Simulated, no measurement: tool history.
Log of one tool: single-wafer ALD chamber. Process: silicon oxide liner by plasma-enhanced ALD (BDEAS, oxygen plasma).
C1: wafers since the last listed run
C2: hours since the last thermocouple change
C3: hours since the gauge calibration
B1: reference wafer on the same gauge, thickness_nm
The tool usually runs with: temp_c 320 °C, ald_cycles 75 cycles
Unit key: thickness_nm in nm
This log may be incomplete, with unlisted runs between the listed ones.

run 1 hour=0.0 | temp_c=320 ald_cycles=75 | C1=0 C2=1652.5 C3=248.4 | B1=6.000 | thickness_nm=6.932
run 2 hour=49.1 | temp_c=320 ald_cycles=75 | C1=270 C2=1701.6 C3=297.5 | B1=5.999 | thickness_nm=6.943
run 3 hour=116.2 | temp_c=320 ald_cycles=75 | C1=370 C2=1768.7 C3=364.6 | B1=6.002 | thickness_nm=6.954
run 4 hour=173.0 | temp_c=309 ald_cycles=83 | C1=313 C2=1825.5 C3=421.4 | B1=6.009 | thickness_nm=7.803
run 5 hour=205.4 | temp_c=309 ald_cycles=83 | C1=178 C2=1857.9 C3=453.8 | B1=6.011 | thickness_nm=7.855
run 6 hour=260.9 | temp_c=309 ald_cycles=83 | C1=306 C2=1913.4 C3=509.3 | B1=6.028 | thickness_nm=7.810
-- hour=309.1 thermocouple changed; heater temperature recalibrated
run 7 hour=323.7 | temp_c=320 ald_cycles=81 | C1=302 C2=14.6 C3=572.1 | B1=6.040 | thickness_nm=7.533
run 8 hour=371.7 | temp_c=320 ald_cycles=75 | C1=264 C2=62.6 C3=620.1 | B1=6.042 | thickness_nm=6.978
run 9 hour=409.9 | temp_c=320 ald_cycles=75 | C1=210 C2=100.8 C3=658.3 | B1=6.051 | thickness_nm=6.917
run 10 hour=454.5 | temp_c=320 ald_cycles=75 | C1=246 C2=145.4 C3=702.9 | B1=6.056 | thickness_nm=6.977
run 11 hour=517.9 | temp_c=320 ald_cycles=75 | C1=349 C2=208.8 C3=766.3 | B1=6.066 | thickness_nm=6.949
run 12 hour=543.2 | temp_c=335 ald_cycles=65 | C1=139 C2=234.1 C3=791.6 | B1=6.074 | thickness_nm=5.932
-- hour=732.6 gauge calibrated
run 13 hour=757.8 | temp_c=320 ald_cycles=75 | C1=1183 C2=448.7 C3=25.2 | B1=5.969 | thickness_nm=6.874
run 14 hour=797.6 | temp_c=320 ald_cycles=75 | C1=219 C2=488.5 C3=65.0 | B1=5.972 | thickness_nm=6.900
run 15 hour=821.9 | temp_c=315 ald_cycles=83 | C1=134 C2=512.8 C3=89.3 | B1=5.966 | thickness_nm=7.717
run 16 hour=846.9 | temp_c=306 ald_cycles=75 | C1=137 C2=537.8 C3=114.3 | B1=5.974 | thickness_nm=7.023
run 17 hour=883.0 | temp_c=320 ald_cycles=75 | C1=199 C2=573.9 C3=150.4 | B1=5.964 | thickness_nm=6.876
run 18 hour=931.0 | temp_c=333 ald_cycles=87 | C1=264 C2=621.9 C3=198.4 | B1=5.973 | thickness_nm=7.800
run 19 hour=967.9 | temp_c=320 ald_cycles=71 | C1=203 C2=658.8 C3=235.3 | B1=5.975 | thickness_nm=6.521
run 20 hour=996.6 | temp_c=334 ald_cycles=69 | C1=158 C2=687.5 C3=264.0 | B1=5.986 | thickness_nm=6.172

Branching from run 20: 4 alternative next runs. What would each branch give?
run A hour=997.1 | temp_c=325 ald_cycles=75 | C1=2 C2=688.0 C3=264.5 | B1=? | thickness_nm=?
run B hour=997.1 | temp_c=312 ald_cycles=75 | C1=2 C2=688.0 C3=264.5 | B1=? | thickness_nm=?
run C hour=997.1 | temp_c=329 ald_cycles=89 | C1=2 C2=688.0 C3=264.5 | B1=? | thickness_nm=?
run D hour=997.1 | temp_c=333 ald_cycles=86 | C1=2 C2=688.0 C3=264.5 | B1=? | thickness_nm=?

run=A B1=5.980 thickness_nm=6.797
run=B B1=5.980 thickness_nm=6.943
run=C B1=5.980 thickness_nm=8.013
run=D B1=5.980 thickness_nm=7.691
Take away the tool's hidden state, keep each run's random variation, and the runs would have read:
run=A thickness_nm=6.809
run=B thickness_nm=6.955
run=C thickness_nm=8.027
run=D thickness_nm=7.705

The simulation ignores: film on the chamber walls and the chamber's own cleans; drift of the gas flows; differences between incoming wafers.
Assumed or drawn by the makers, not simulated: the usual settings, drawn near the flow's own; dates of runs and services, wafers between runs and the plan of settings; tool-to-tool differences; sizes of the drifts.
